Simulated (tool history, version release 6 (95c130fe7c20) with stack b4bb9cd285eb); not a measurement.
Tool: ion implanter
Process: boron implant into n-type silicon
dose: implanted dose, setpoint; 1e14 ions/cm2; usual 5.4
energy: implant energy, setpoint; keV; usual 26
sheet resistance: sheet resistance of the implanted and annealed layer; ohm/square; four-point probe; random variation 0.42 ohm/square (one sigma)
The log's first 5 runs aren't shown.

run   hour  dose  energy  wafers since the last listed run  hours since the last dose calibration  hours since the extraction supply was calibrated  hours since the gauge calibration  read-back reference wafer on the same gauge, sheet resistance  sheet resistance
  6  109.5   5.4      26                               438                                  560.8                                            2672.6                              773.9                                                         190.12            191.19
  7  131.4   5.4      26                               340                                  582.7                                            2694.5                              795.8                                                         190.01            191.37
  8  148.6   5.4      26                               267                                  599.9                                            2711.7                                813                                                         190.18            190.63
     174.2  -- gauge calibrated
  9  184.4   5.4      26                               556                                  635.7                                            2747.5                               10.2                                                         189.97             190.9
     255.6  -- Faraday cup replaced and dose calibrated
 10  288.6   5.4      26                              1496                                     33                                            2851.7                              114.4                                                         190.07            193.75
 11  390.1   5.4      26                              1578                                  134.5                                            2953.2                              215.9                                                         189.92            193.11
 12    406   5.4      26                               247                                  150.4                                            2969.1                              231.8                                                         189.89            193.81
 13  426.3   5.4      26                               315                                  170.7                                            2989.4                              252.1                                                         190.04            193.26
 14  461.5   5.4      26                               547                                  205.9                                            3024.6                              287.3                                                         189.99            193.84
 15    522   5.4      26                               941                                  266.4                                            3085.1                              347.8                                                         190.18            193.99
 16    551  4.28      26                               451                                  295.4                                            3114.1                              376.8                                                         189.98            234.55
 17  565.4  4.73      23                               223                                  309.8                                            3128.5                              391.2                                                         190.08             218.6
 18  601.2   5.4      26                               556                                  345.6                                            3164.3                                427                                                         190.12            192.85
 19  705.1  6.93      32                              1616                                  449.5                                            3268.2                              530.9                                                         190.07            152.52
 20  725.3  6.06    28.5                               314                                  469.7                                            3288.4                              551.1                                                            190            172.51

Run 21 comes next. What will it give?
 21  738.9   5.4      26                               211                                  483.3                                              3302                              564.7                                                              ?                 ?

read-back reference wafer on the same gauge, sheet resistance: 189.88
sheet resistance: 192.44 ohm/square
Without the tool's hidden state the same run would have given sheet resistance 194.5 ohm/square.

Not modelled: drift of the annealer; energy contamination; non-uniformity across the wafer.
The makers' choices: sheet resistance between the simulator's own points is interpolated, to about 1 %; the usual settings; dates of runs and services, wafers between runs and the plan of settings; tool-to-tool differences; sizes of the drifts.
